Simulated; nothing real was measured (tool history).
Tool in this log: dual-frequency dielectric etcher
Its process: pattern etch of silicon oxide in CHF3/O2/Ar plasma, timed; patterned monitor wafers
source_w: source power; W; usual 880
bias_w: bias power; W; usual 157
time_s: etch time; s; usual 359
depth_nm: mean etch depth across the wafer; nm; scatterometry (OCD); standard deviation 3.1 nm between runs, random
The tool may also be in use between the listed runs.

run,hour,source_w,bias_w,time_s,wafers since the last listed run,hours since the last wet clean,hours since the last source power generator calibration,hours since the last bias power generator calibration,hours since the last upper electrode change,hours since the gauge calibration,"read-back reference wafer on the same gauge, depth_nm",depth_nm
1,0,1030,157,306.5,0,366,3341.4,4952.7,0.9,571.7,887.6,742.3
2,24,1030,157,306.5,63,390,3365.4,4976.7,24.9,595.7,888.5,745.9
3,47.8,880,157,415,63,413.8,3389.2,5000.5,48.7,619.5,885.1,969.5
# hour 58.4: gauge calibrated
# hour 84.5: wet clean of the chamber
4,85,970,157,359,35,0.5,3426.4,5037.7,85.9,26.6,887.7,822.1
5,86.8,970,157,359,4,2.3,3428.2,5039.5,87.7,28.4,886.3,825.4
6,108.2,880,157,359,57,23.7,3449.6,5060.9,109.1,49.8,885.7,800
7,129.3,880,157,397.5,56,44.8,3470.7,5082,130.2,70.9,886,893.2
# hour 154.8: bias power generator calibrated
8,155.3,880,129,359,58,70.8,3496.7,0.5,156.2,96.9,886.5,733.7
9,185.3,880,129,359,79,100.8,3526.7,30.5,186.2,126.9,886.8,734.3
# hour 199: source power generator calibrated
10,212.5,880,157,359,61,128,13.5,57.7,213.4,154.1,886.6,813.3
11,238.5,880,157,359,69,154,39.5,83.7,239.4,180.1,887.2,804
12,251.8,750,157,461.5,35,167.3,52.8,97,252.7,193.4,886.1,1001.4
13,286.3,810,129,359,91,201.8,87.3,131.5,287.2,227.9,887.3,726.8
14,311.7,880,157,440.5,67,227.2,112.7,156.9,312.6,253.3,886.6,999.6
15,333.2,880,175,413,57,248.7,134.2,178.4,334.1,274.8,886.6,992.3
16,364.8,730,178,273.5,84,280.3,165.8,210,365.7,306.4,887.4,629.9
17,382.2,880,157,416,46,297.7,183.2,227.4,383.1,323.8,885.7,957.1
18,406.9,1010,139,261,65,322.4,207.9,252.1,407.8,348.5,886.6,587.8
19,422,750,157,359,40,337.5,223,267.2,422.9,363.6,888,794.4
# hour 456.8: wet clean of the chamber
20,457.3,880,146,320,30,0.5,258.3,302.5,458.2,398.9,887.2,692.4
21,464.9,750,157,461.5,20,8.1,265.9,310.1,465.8,406.5,887.2,986
22,477.3,670,187,287,33,20.5,278.3,322.5,478.2,418.9,886.5,646.3
23,495.2,880,128,359,47,38.4,296.2,340.4,496.1,436.8,886.1,732.2
24,507.5,750,157,461.5,32,50.7,308.5,352.7,508.4,449.1,885.7,992.1
25,521.3,1000,157,388.5,36,64.5,322.3,366.5,522.2,462.9,886.3,905.9
26,547.6,1050,178,399,70,90.8,348.6,392.8,548.5,489.2,887.3,1004.1
27,574.9,880,196,359,72,118.1,375.9,420.1,575.8,516.5,886,898.4
28,609.1,720,193,439,91,152.3,410.1,454.3,610,550.7,886.9,1035.2
29,622.2,770,118,396,34,165.4,423.2,467.4,623.1,563.8,887.1,752.7

Forecast each of these 5 alternatives for the next run:
A,622.7,810,157,359,1,165.9,423.7,467.9,623.6,564.3,?,?
B,622.7,790,157,324.5,1,165.9,423.7,467.9,623.6,564.3,?,?
C,622.7,670,179,324.5,1,165.9,423.7,467.9,623.6,564.3,?,?
D,622.7,740,130,289.5,1,165.9,423.7,467.9,623.6,564.3,?,?
E,622.7,790,176,302.5,1,165.9,423.7,467.9,623.6,564.3,?,?

run,"read-back reference wafer on the same gauge, depth_nm",depth_nm
A,886.7,795.9
B,886.7,714.6
C,886.7,727.3
D,886.7,573
E,886.7,702.2
Had the tool no hidden state, the same runs would have come out as:
run,depth_nm
A,782.2
B,702.3
C,714.7
D,563.1
E,690.1

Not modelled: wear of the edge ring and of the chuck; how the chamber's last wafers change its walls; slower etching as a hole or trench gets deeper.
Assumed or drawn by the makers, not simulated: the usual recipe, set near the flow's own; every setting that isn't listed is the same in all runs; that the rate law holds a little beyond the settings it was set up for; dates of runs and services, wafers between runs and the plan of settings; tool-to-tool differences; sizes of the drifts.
